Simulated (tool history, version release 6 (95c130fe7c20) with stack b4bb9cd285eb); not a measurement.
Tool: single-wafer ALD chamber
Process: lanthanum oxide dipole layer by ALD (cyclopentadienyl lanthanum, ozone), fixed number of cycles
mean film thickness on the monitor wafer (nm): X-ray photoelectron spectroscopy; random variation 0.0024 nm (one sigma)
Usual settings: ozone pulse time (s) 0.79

run,hour,ozone pulse time (s),wafers since the last listed run,hours since the last thermocouple change,hours since the last ozone generator service,hours since the showerhead was replaced,hours since the gauge calibration,"read-back reference wafer on the same gauge, thickness_nm",mean film thickness on the monitor wafer (nm)
1,0.0,0.79,0,818.8,1532.0,2035.1,2755.1,0.497,0.405
2,46.2,0.79,843,865.0,1578.2,2081.3,2801.3,0.496,0.405
3,73.2,1.02,493,892.0,1605.2,2108.3,2828.3,0.496,0.443
4,135.7,1.02,1141,954.5,1667.7,2170.8,2890.8,0.496,0.439
5,184.2,0.79,885,1003.0,1716.2,2219.3,2939.3,0.495,0.400
# hour 212.4: ozone generator serviced
6,243.9,0.79,944,1062.7,31.5,2279.0,2999.0,0.497,0.428
7,281.9,0.79,693,1100.7,69.5,2317.0,3037.0,0.497,0.426
8,454.5,0.79,3151,1273.3,242.1,2489.6,3209.6,0.497,0.425
9,489.7,0.63,642,1308.5,277.3,2524.8,3244.8,0.496,0.388
10,515.7,0.63,474,1334.5,303.3,2550.8,3270.8,0.497,0.390
11,560.7,0.63,821,1379.5,348.3,2595.8,3315.8,0.496,0.389
12,620.7,0.72,1095,1439.5,408.3,2655.8,3375.8,0.495,0.407
# hour 654.7: gauge calibrated
13,726.8,0.97,1937,1545.6,514.4,2761.9,72.1,0.496,0.449
14,773.6,1.03,854,1592.4,561.2,2808.7,118.9,0.496,0.460
15,798.3,0.48,451,1617.1,585.9,2833.4,143.6,0.495,0.347
16,842.9,0.94,814,1661.7,630.5,2878.0,188.2,0.496,0.446
17,871.8,0.50,527,1690.6,659.4,2906.9,217.1,0.496,0.353
18,932.5,0.57,1108,1751.3,720.1,2967.6,277.8,0.497,0.373
19,1001.1,0.92,1252,1819.9,788.7,3036.2,346.4,0.496,0.442
20,1063.0,0.64,1130,1881.8,850.6,3098.1,408.3,0.496,0.387
# hour 1104.9: thermocouple changed; heater temperature recalibrated
21,1122.2,0.90,934,17.3,909.8,3157.3,467.5,0.495,0.438
22,1192.7,0.52,1287,87.8,980.3,3227.8,538.0,0.496,0.351
23,1239.7,0.79,858,134.8,1027.3,3274.8,585.0,0.496,0.418
24,1296.3,1.04,1033,191.4,1083.9,3331.4,641.6,0.496,0.458
25,1367.7,0.79,1303,262.8,1155.3,3402.8,713.0,0.496,0.415
# hour 1406.8: showerhead replaced
26,1437.2,0.88,1123,332.3,1224.8,30.4,782.5,0.496,0.428
27,1488.9,0.79,944,384.0,1276.5,82.1,834.2,0.495,0.413
28,1554.1,0.56,1190,449.2,1341.7,147.3,899.4,0.496,0.358
29,1595.5,0.93,756,490.6,1383.1,188.7,940.8,0.496,0.430
30,1650.6,0.57,1006,545.7,1438.2,243.8,995.9,0.495,0.359
31,1691.2,0.79,741,586.3,1478.8,284.4,1036.5,0.496,0.405
32,1746.8,0.79,1015,641.9,1534.4,340.0,1092.1,0.496,0.406
33,1814.6,0.53,1238,709.7,1602.2,407.8,1159.9,0.496,0.344
34,1848.4,0.71,617,743.5,1636.0,441.6,1193.7,0.495,0.384
35,1911.6,0.58,1154,806.7,1699.2,504.8,1256.9,0.496,0.349

The tool's hidden state at each run:
wafer temperature above the value expected at the setpoint (K): 0 in every run
gauge reads high (%): 0 in every run
H1: ozone dose above that of a generator just serviced (%)
run,H1
1,-13.6
2,-14.3
3,-14.8
4,-15.8
5,-16.7
6,-1.71
7,-1.73
8,-2.01
9,-2.1
10,-2.18
11,-2.33
12,-2.57
13,-3.08
14,-3.34
15,-3.49
16,-3.77
17,-3.96
18,-4.39
19,-4.93
20,-5.46
21,-6
22,-6.69
23,-7.18
24,-7.8
25,-8.63
26,-9.48
27,-10.2
28,-11
29,-11.6
30,-12.4
31,-13
32,-13.9
33,-15
34,-15.6
35,-16.7

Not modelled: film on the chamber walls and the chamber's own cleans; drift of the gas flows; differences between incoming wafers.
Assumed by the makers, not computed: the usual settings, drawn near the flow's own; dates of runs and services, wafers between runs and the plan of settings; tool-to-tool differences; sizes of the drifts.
